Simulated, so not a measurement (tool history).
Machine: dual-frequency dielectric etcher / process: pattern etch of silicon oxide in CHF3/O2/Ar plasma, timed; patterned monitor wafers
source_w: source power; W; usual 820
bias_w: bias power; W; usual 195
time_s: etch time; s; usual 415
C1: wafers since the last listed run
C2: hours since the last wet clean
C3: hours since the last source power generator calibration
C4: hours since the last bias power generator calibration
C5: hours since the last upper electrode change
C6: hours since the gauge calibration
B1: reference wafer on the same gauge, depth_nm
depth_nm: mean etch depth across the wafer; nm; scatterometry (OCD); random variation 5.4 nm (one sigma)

Run 1, day 0: usual settings but time_s 386 s; C1 0; C2 296.5; C3 2564.4; C4 3121.7; C5 4087.8; C6 463.7; B1 805.2. Result: depth_nm 813.9 nm.
Run 2, day 1.15: usual settings but time_s 386 s; C1 93; C2 324.1; C3 2592; C4 3149.3; C5 4115.4; C6 491.3; B1 803.9. Result: depth_nm 815.9 nm.
Run 3, day 3.65: usual settings but bias_w 230 W, time_s 444 s; C1 204; C2 384.1; C3 2652; C4 3209.3; C5 4175.4; C6 551.3; B1 800.5. Result: depth_nm 1000.7 nm.
At day 7.95: wet clean of the chamber.
Run 4, day 8.471: usual settings but bias_w 230 W, time_s 444 s; C1 312; C2 12.5; C3 2767.7; C4 3325; C5 4291.1; C6 667; B1 802.1. Result: depth_nm 955.6 nm.
Run 5, day 10.329: usual settings; C1 151; C2 57.1; C3 2812.3; C4 3369.6; C5 4335.7; C6 711.6; B1 804.5. Result: depth_nm 851 nm.
Run 6, day 12.067: usual settings but source_w 1020 W, bias_w 231 W, time_s 291 s; C1 141; C2 98.8; C3 2854; C4 3411.3; C5 4377.4; C6 753.3; B1 801.4. Result: depth_nm 670.6 nm.
Run 7, day 13.317: usual settings but source_w 930 W, bias_w 157 W, time_s 346.5 s; C1 102; C2 128.8; C3 2884; C4 3441.3; C5 4407.4; C6 783.3; B1 804.5. Result: depth_nm 684.8 nm.
Run 8, day 14.75: usual settings but bias_w 148 W, time_s 317 s; C1 117; C2 163.2; C3 2918.4; C4 3475.7; C5 4441.8; C6 817.7; B1 801.4. Result: depth_nm 597.8 nm.
Run 9, day 16.317: usual settings but bias_w 227 W, time_s 509.5 s; C1 127; C2 200.8; C3 2956; C4 3513.3; C5 4479.4; C6 855.3; B1 803.6. Result: depth_nm 1124.9 nm.
At day 16.542: source power generator calibrated.
Run 10, day 19.296: usual settings but source_w 730 W; C1 229; C2 272.3; C3 66.1; C4 3584.8; C5 4550.9; C6 926.8; B1 803. Result: depth_nm 841.8 nm.
Run 11, day 20.517: usual settings but source_w 890 W, bias_w 216 W; C1 99; C2 301.6; C3 95.4; C4 3614.1; C5 4580.2; C6 956.1; B1 803.8. Result: depth_nm 914.3 nm.
Run 12, day 22.917: usual settings but time_s 525 s; C1 196; C2 359.2; C3 153; C4 3671.7; C5 4637.8; C6 1013.7; B1 803.4. Result: depth_nm 1104.2 nm.
At day 30.038: wet clean of the chamber.
At day 30.196: upper electrode replaced.
Run 13, day 30.6: usual settings; C1 533; C2 13.5; C3 337.4; C4 3856.1; C5 9.7; C6 1198.1; B1 804. Result: depth_nm 855.8 nm.
Run 14, day 32.896: usual settings but bias_w 153 W; C1 187; C2 68.6; C3 392.5; C4 3911.2; C5 64.8; C6 1253.2; B1 803.9. Result: depth_nm 791 nm.
Run 15, day 39.383: usual settings but source_w 740 W, bias_w 158 W, time_s 534.5 s; C1 529; C2 224.3; C3 548.2; C4 4066.9; C5 220.5; C6 1408.9; B1 802.4. Result: depth_nm 1018.2 nm.
Run 16, day 40.608: usual settings but time_s 364.5 s; C1 100; C2 253.7; C3 577.6; C4 4096.3; C5 249.9; C6 1438.3; B1 803. Result: depth_nm 774.1 nm.
Run 17, day 42.067: usual settings but source_w 740 W, bias_w 158 W, time_s 534.5 s; C1 119; C2 288.7; C3 612.6; C4 4131.3; C5 284.9; C6 1473.3; B1 802.2. Result: depth_nm 1020.6 nm.
At day 44.058: bias power generator calibrated.
Run 18, day 44.079: usual settings but source_w 990 W, bias_w 158 W, time_s 334.5 s; C1 150; C2 337; C3 660.9; C4 0.5; C5 333.2; C6 1521.6; B1 801.3. Result: depth_nm 685.9 nm.
Run 19, day 45.008: usual settings but source_w 950 W, bias_w 153 W, time_s 377 s; C1 75; C2 359.3; C3 683.2; C4 22.8; C5 355.5; C6 1543.9; B1 801.3. Result: depth_nm 755.8 nm.
Run 20, day 47.925: usual settings but source_w 970 W, bias_w 162 W; C1 238; C2 429.3; C3 753.2; C4 92.8; C5 425.5; C6 1613.9; B1 802.7. Result: depth_nm 859.9 nm.
Run 21, day 49.438: usual settings but time_s 532 s; C1 123; C2 465.6; C3 789.5; C4 129.1; C5 461.8; C6 1650.2; B1 800.4. Result: depth_nm 1144.2 nm.
At day 50.017: gauge calibrated.
Run 22, day 51.233: usual settings but source_w 1010 W, bias_w 221 W, time_s 311 s; C1 146; C2 508.7; C3 832.6; C4 172.2; C5 504.9; C6 29.2; B1 800. Result: depth_nm 724.1 nm.
At day 53.429: wet clean of the chamber.
Run 23, day 59.329: usual settings; C1 579; C2 141.6; C3 1026.9; C4 366.5; C5 699.2; C6 223.5; B1 799.7. Result: depth_nm 863.1 nm.
Run 24, day 62.242: usual settings but source_w 1000 W, bias_w 226 W, time_s 529 s; C1 237; C2 211.5; C3 1096.8; C4 436.4; C5 769.1; C6 293.4; B1 804.6. Result: depth_nm 1212.1 nm.
Run 25, day 71.208: usual settings but source_w 950 W, bias_w 153 W, time_s 377 s; C1 732; C2 426.7; C3 1312; C4 651.6; C5 984.3; C6 508.6; B1 803.1. Result: depth_nm 761.4 nm.
Run 26, day 73.679: usual settings but time_s 464.5 s; C1 201; C2 486; C3 1371.3; C4 710.9; C5 1043.6; C6 567.9; B1 801.8. Result: depth_nm 996.7 nm.
At day 75.321: wet clean of the chamber.
Run 27, day 75.462: usual settings but bias_w 168 W, time_s 296.5 s; C1 63; C2 3.4; C3 1414.1; C4 753.7; C5 1086.4; C6 610.7; B1 803.9. Result: depth_nm 583.2 nm.
Run 28, day 76.517: usual settings but source_w 660 W, bias_w 170 W; C1 86; C2 28.7; C3 1439.4; C4 779; C5 1111.7; C6 636; B1 803.1. Result: depth_nm 792 nm.

5 options for the next run, each taken on its own from the tool as it stands now. Forecast them:
Run A, day 76.538: usual settings; C1 1; C2 29.2; C3 1439.9; C4 779.5; C5 1112.2; C6 636.5; B1 ?. Result: depth_nm ?.
Run B, day 76.538: usual settings but source_w 950 W, time_s 371.5 s; C1 1; C2 29.2; C3 1439.9; C4 779.5; C5 1112.2; C6 636.5; B1 ?. Result: depth_nm ?.
Run C, day 76.538: usual settings but source_w 960 W, bias_w 218 W, time_s 502.5 s; C1 1; C2 29.2; C3 1439.9; C4 779.5; C5 1112.2; C6 636.5; B1 ?. Result: depth_nm ?.
Run D, day 76.538: usual settings but bias_w 231 W; C1 1; C2 29.2; C3 1439.9; C4 779.5; C5 1112.2; C6 636.5; B1 ?. Result: depth_nm ?.
Run E, day 76.538: usual settings but source_w 760 W, bias_w 156 W, time_s 483.5 s; C1 1; C2 29.2; C3 1439.9; C4 779.5; C5 1112.2; C6 636.5; B1 ?. Result: depth_nm ?.

run     B1  depth_nm
  A  803.1     874.9
  B  803.1     806.8
  C  803.1    1138.4
  D  803.1     930.5
  E  803.1     928.2
Stripped of hidden state, with their random variation kept, the same runs would have yielded:
run  depth_nm
  A     862.4
  B     795.2
  C    1122.2
  D     917.2
  E       915
